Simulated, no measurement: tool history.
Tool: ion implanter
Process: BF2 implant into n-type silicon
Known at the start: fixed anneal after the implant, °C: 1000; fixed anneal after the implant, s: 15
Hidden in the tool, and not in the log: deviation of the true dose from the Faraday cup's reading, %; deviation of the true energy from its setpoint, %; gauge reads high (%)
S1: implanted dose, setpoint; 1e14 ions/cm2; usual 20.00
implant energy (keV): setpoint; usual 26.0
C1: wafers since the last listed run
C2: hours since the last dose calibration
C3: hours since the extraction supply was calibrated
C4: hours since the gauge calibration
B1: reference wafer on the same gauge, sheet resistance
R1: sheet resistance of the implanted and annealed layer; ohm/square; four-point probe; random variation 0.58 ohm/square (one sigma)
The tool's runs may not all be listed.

Run 1, hour 0.0: usual settings but S1 23.55 1e14 ions/cm2; C1 0; C2 1103.2; C3 3157.0; C4 626.5; B1 180.11. Result: R1 157.14 ohm/square.
Run 2, hour 46.7: usual settings but S1 23.55 1e14 ions/cm2; C1 897; C2 1149.9; C3 3203.7; C4 673.2; B1 179.99. Result: R1 156.38 ohm/square.
Run 3, hour 71.4: usual settings; C1 474; C2 1174.6; C3 3228.4; C4 697.9; B1 180.00. Result: R1 159.48 ohm/square.
Run 4, hour 101.7: usual settings; C1 582; C2 1204.9; C3 3258.7; C4 728.2; B1 179.97. Result: R1 159.49 ohm/square.
Run 5, hour 151.3: usual settings; C1 952; C2 1254.5; C3 3308.3; C4 777.8; B1 179.95. Result: R1 159.43 ohm/square.
Run 6, hour 345.5: usual settings; C1 3730; C2 1448.7; C3 3502.5; C4 972.0; B1 180.02. Result: R1 158.32 ohm/square.
Run 7, hour 401.9: usual settings; C1 1083; C2 1505.1; C3 3558.9; C4 1028.4; B1 179.94. Result: R1 158.03 ohm/square.
Run 8, hour 469.2: usual settings but S1 24.23 1e14 ions/cm2; C1 1292; C2 1572.4; C3 3626.2; C4 1095.7; B1 179.88. Result: R1 155.63 ohm/square.
Run 9, hour 527.0: usual settings but implant energy (keV) 24.0; C1 1110; C2 1630.2; C3 3684.0; C4 1153.5; B1 180.14. Result: R1 165.26 ohm/square.
At hour 557.7: gauge calibrated.
Run 10, hour 586.4: usual settings but implant energy (keV) 24.0; C1 1140; C2 1689.6; C3 3743.4; C4 28.7; B1 179.93. Result: R1 166.16 ohm/square.
Run 11, hour 622.2: usual settings; C1 687; C2 1725.4; C3 3779.2; C4 64.5; B1 179.94. Result: R1 158.40 ohm/square.
Run 12, hour 681.7: usual settings; C1 1142; C2 1784.9; C3 3838.7; C4 124.0; B1 180.10. Result: R1 158.51 ohm/square.
At hour 779.6: extraction supply calibrated.
Run 13, hour 793.0: usual settings; C1 1984; C2 1896.2; C3 13.4; C4 235.3; B1 179.93. Result: R1 158.01 ohm/square.
At hour 853.9: Faraday cup replaced and dose calibrated.
Run 14, hour 855.4: usual settings; C1 1044; C2 1.5; C3 75.8; C4 297.7; B1 179.91. Result: R1 159.48 ohm/square.
Run 15, hour 890.4: usual settings but S1 14.33 1e14 ions/cm2, implant energy (keV) 31.0; C1 672; C2 36.5; C3 110.8; C4 332.7; B1 180.06. Result: R1 151.08 ohm/square.
Run 16, hour 919.8: usual settings but S1 17.30 1e14 ions/cm2; C1 564; C2 65.9; C3 140.2; C4 362.1; B1 180.08. Result: R1 160.83 ohm/square.
Run 17, hour 990.3: usual settings but S1 23.88 1e14 ions/cm2, implant energy (keV) 34.0; C1 1354; C2 136.4; C3 210.7; C4 432.6; B1 180.03. Result: R1 135.28 ohm/square.
Run 18, hour 1050.8: usual settings but implant energy (keV) 22.5; C1 1162; C2 196.9; C3 271.2; C4 493.1; B1 180.04. Result: R1 171.08 ohm/square.
Run 19, hour 1117.2: usual settings but implant energy (keV) 30.5; C1 1275; C2 263.3; C3 337.6; C4 559.5; B1 179.91. Result: R1 145.90 ohm/square.
Run 20, hour 1186.8: usual settings but S1 16.93 1e14 ions/cm2; C1 1336; C2 332.9; C3 407.2; C4 629.1; B1 180.06. Result: R1 161.92 ohm/square.
Run 21, hour 1243.7: usual settings but S1 17.35 1e14 ions/cm2, implant energy (keV) 19.0; C1 1092; C2 389.8; C3 464.1; C4 686.0; B1 180.02. Result: R1 188.06 ohm/square.
Run 22, hour 1275.5: usual settings but S1 25.90 1e14 ions/cm2, implant energy (keV) 30.5; C1 610; C2 421.6; C3 495.9; C4 717.8; B1 180.13. Result: R1 142.51 ohm/square.
Run 23, hour 1319.4: usual settings but S1 23.29 1e14 ions/cm2, implant energy (keV) 30.0; C1 843; C2 465.5; C3 539.8; C4 761.7; B1 180.00. Result: R1 145.63 ohm/square.
Run 24, hour 1356.9: usual settings; C1 720; C2 503.0; C3 577.3; C4 799.2; B1 180.05. Result: R1 159.06 ohm/square.
Run 25, hour 1397.0: usual settings but S1 15.14 1e14 ions/cm2, implant energy (keV) 20.0; C1 770; C2 543.1; C3 617.4; C4 839.3; B1 180.03. Result: R1 187.03 ohm/square.
Run 26, hour 1453.7: usual settings but S1 22.80 1e14 ions/cm2, implant energy (keV) 20.0; C1 1089; C2 599.8; C3 674.1; C4 896.0; B1 179.86. Result: R1 177.63 ohm/square.
Run 27, hour 1492.5: usual settings but S1 23.99 1e14 ions/cm2; C1 745; C2 638.6; C3 712.9; C4 934.8; B1 179.89. Result: R1 156.69 ohm/square.

What the log doesn't show, run by run:
deviation of the true dose from the Faraday cup's reading, %: 0 in every run
deviation of the true energy from its setpoint, %: 0 in every run
gauge reads high (%): 0 in every run
